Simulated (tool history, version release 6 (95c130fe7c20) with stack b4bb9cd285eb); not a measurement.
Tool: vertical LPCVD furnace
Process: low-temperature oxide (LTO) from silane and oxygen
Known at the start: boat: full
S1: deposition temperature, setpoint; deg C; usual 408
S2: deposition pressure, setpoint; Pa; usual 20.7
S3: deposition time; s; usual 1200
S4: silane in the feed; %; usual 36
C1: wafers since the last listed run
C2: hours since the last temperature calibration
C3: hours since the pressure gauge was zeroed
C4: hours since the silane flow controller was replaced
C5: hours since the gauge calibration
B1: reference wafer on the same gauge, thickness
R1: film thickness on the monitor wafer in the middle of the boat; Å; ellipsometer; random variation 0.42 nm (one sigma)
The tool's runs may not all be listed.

run,day,S1,S2,S3,S4,C1,C2,C3,C4,C5,B1,R1
1,0,408,20.7,1200,36,0,315.5,4531.3,4952.3,3617.7,120.05,1151.3
2,3.046,408,20.7,1200,36,1755,388.6,4604.4,5025.4,3690.8,120.02,1136
3,5.738,408,20.7,1200,36,1551,453.2,4669,5090,3755.4,119.98,1142
# day 7.867: silane flow controller replaced
4,7.888,408,20.7,1200,36,662,504.8,4720.6,0.5,3807,119.94,1143.2
# day 9.383: pressure gauge zeroed
5,10.454,408,20.7,1200,39,903,566.4,25.7,62.1,3868.6,120.05,1312.8
# day 11.212: gauge calibrated
6,13.962,408,20.7,1200,39,2022,650.6,109.9,146.3,66,119.92,1310.7
7,18.108,401,20.7,1020,36,2389,750.1,209.4,245.8,165.5,120.04,927.2
8,20.667,408,20.7,1200,36,1474,811.5,270.8,307.2,226.9,119.99,1184.8
9,22.629,399,17.3,1530,34,1131,858.6,317.9,354.3,274,119.96,1063
10,26.375,408,20.7,1200,36,2159,948.5,407.8,444.2,363.9,119.92,1179.3
11,28.142,401,25.3,1410,30,1018,990.9,450.2,486.6,406.3,119.99,1225.4
12,31.7,419,18,1200,42,2051,1076.3,535.6,572,491.7,119.95,1382.9
13,35.312,408,20.7,1200,43,2082,1163,622.3,658.7,578.4,120.03,1459.6
14,36.9,408,20.7,1200,36,915,1201.1,660.4,696.8,616.5,120.01,1181.3
15,39.058,413,20.7,1200,36,1244,1252.9,712.2,748.6,668.3,120.07,1247
16,42.908,408,20.7,1200,36,2219,1345.3,804.6,841,760.7,119.96,1178.1

The next listed run, before its measurement:
17,47.129,420,20.7,1200,36,2432,1446.6,905.9,942.3,862,?,?

{"run 17": {"B1": 119.99, "R1": 1331.3}}
Without the tool's hidden state the same run would have given R1 1340.6 Å.

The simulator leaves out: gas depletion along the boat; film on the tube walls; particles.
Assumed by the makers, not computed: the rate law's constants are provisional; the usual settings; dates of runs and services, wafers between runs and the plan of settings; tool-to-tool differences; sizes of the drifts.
